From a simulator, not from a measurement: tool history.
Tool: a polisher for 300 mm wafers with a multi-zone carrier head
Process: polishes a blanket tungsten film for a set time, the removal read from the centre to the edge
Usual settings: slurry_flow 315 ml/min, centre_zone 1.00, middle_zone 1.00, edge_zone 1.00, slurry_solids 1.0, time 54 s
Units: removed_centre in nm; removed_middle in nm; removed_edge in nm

run	hour	slurry_flow	centre_zone	middle_zone	edge_zone	slurry_solids	time	incoming thickness of the incoming film, nm	removed_centre	removed_middle	removed_edge
1	0.0	315	1.00	1.00	1.00	1.0	54	882.5	279.6	292.5	309.6
# hour 4.9: worn pad replaced by a new one
2	24.4	315	1.00	1.00	1.00	1.0	54	875.2	282.2	292.9	309.2
3	53.9	280	1.00	0.96	1.00	1.0	54	880.1	283.8	280.2	303.3
4	70.0	280	1.00	0.96	1.00	1.0	54	890.5	280.0	281.1	303.7
5	100.6	315	1.00	1.00	1.00	1.0	54	890.3	278.0	292.4	307.4
# hour 125.7: centre zone pressure recalibrated
6	133.9	315	1.00	1.06	1.00	1.0	54	882.8	308.7	300.9	305.6
# hour 224.5: worn pad replaced by a new one
7	225.0	315	1.00	1.06	1.00	1.0	54	886.3	300.6	297.9	306.3
# hour 285.8: carrier head's membrane replaced by a new one
8	330.5	285	0.96	1.10	0.93	1.0	54	892.7	274.9	300.7	293.2
9	366.5	315	0.91	1.00	1.00	1.0	54	883.8	254.4	289.5	300.7
# hour 395.8: worn pad replaced by a new one
10	397.0	315	1.00	1.00	1.00	1.0	54	881.4	285.0	285.5	306.2
# hour 418.3: edge zone pressure recalibrated
11	427.7	315	1.00	1.00	1.00	1.0	38	876.4	196.0	199.0	211.5
12	454.9	275	1.00	1.00	1.00	1.0	54	889.6	270.9	269.9	296.4
13	469.8	385	1.06	1.06	1.00	0.8	54	880.0	269.7	268.0	274.7
14	498.7	315	1.00	1.00	1.00	1.0	54	880.7	270.4	275.1	294.3
15	525.3	315	1.00	1.00	1.00	1.0	54	882.6	264.3	269.8	291.3
# hour 540.6: slurry nozzle cleaned
# hour 566.4: worn pad replaced by a new one
16	605.2	315	1.07	1.05	1.00	1.0	70	890.5	393.0	397.7	408.1
17	635.8	240	1.04	1.00	1.05	1.1	54	876.0	294.6	290.8	325.1

Run 18 comes next. What will it give?
18	694.9	315	1.00	1.00	1.00	1.0	54	879.0	?	?	?

{"run 18": {"removed_centre": 285.5, "removed_middle": 292.3, "removed_edge": 310.8}}
Without the tool's hidden state the same run would have given removed_centre 304.6 nm, removed_middle 294.2 nm, removed_edge 312.5 nm.
